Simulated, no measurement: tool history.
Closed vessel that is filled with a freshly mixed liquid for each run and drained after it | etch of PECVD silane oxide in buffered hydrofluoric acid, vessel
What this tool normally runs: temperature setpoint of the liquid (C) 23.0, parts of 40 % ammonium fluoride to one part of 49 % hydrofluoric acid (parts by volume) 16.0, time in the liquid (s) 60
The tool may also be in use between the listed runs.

run	hour	temperature setpoint of the liquid (C)	parts of 40 % ammonium fluoride to one part of 49 % hydrofluoric acid (parts by volume)	time in the liquid (s)	wafers since the last listed run	hours since the thermometer was replaced	hours since the hydrofluoric acid flow meter was replaced	hours since the gauge calibration	read-back film thickness of the PECVD silane oxide reference wafer, read on the same gauge (nm)	thickness taken off the PECVD silane oxide on a monitor wafer (Å)
1	0.0	23.0	16.0	60	0	462.4	522.6	527.5	30.06	1145.0
# hour 56.3: thermometer replaced
2	57.8	23.0	16.0	60	4693	1.5	580.4	585.3	29.99	1171.1
3	83.0	23.0	16.0	60	2082	26.7	605.6	610.5	29.98	1196.2
4	126.6	23.0	16.0	70	3602	70.3	649.2	654.1	30.00	1360.2
5	203.7	20.0	16.0	60	6370	147.4	726.3	731.2	30.00	983.3
6	228.9	20.0	16.0	60	2082	172.6	751.5	756.4	30.05	972.9
7	271.3	23.0	16.0	60	3503	215.0	793.9	798.8	30.01	1155.3
# hour 272.0: gauge calibrated
8	340.4	23.0	16.0	60	5709	284.1	863.0	68.4	29.99	1161.1
9	398.9	27.0	21.0	30	4833	342.6	921.5	126.9	30.02	549.2
# hour 461.5: hydrofluoric acid flow meter replaced
10	463.9	25.0	16.0	80	5288	407.6	2.4	191.9	30.00	1697.5
11	500.0	23.0	21.5	75	2982	443.7	38.5	228.0	29.98	1095.9
12	562.7	23.0	21.0	60	5180	506.4	101.2	290.7	30.05	881.2
13	628.0	23.0	16.0	95	5395	571.7	166.5	356.0	29.98	1795.0
# hour 637.0: thermometer replaced
14	692.6	25.5	16.0	60	5254	55.6	231.1	420.6	29.99	1354.2
15	738.1	23.0	16.0	60	3759	101.1	276.6	466.1	30.03	1172.1
16	787.8	23.0	16.0	60	4106	150.8	326.3	515.8	29.96	1164.4
17	837.9	27.0	16.0	40	4139	200.9	376.4	565.9	30.02	952.1

What was the tool's hidden state at every run in the log?
hydrofluoric acid flow above the setpoint (%): 0 at every run
gauge reads high (%): 0 at every run
H1: liquid colder than its thermometer reads (K)
run	H1
1	0.589
2	0.0241
3	0.056
4	0.111
5	0.209
6	0.24
7	0.294
8	0.381
9	0.455
10	0.538
11	0.583
12	0.663
13	0.745
14	0.109
15	0.167
16	0.23
17	0.293
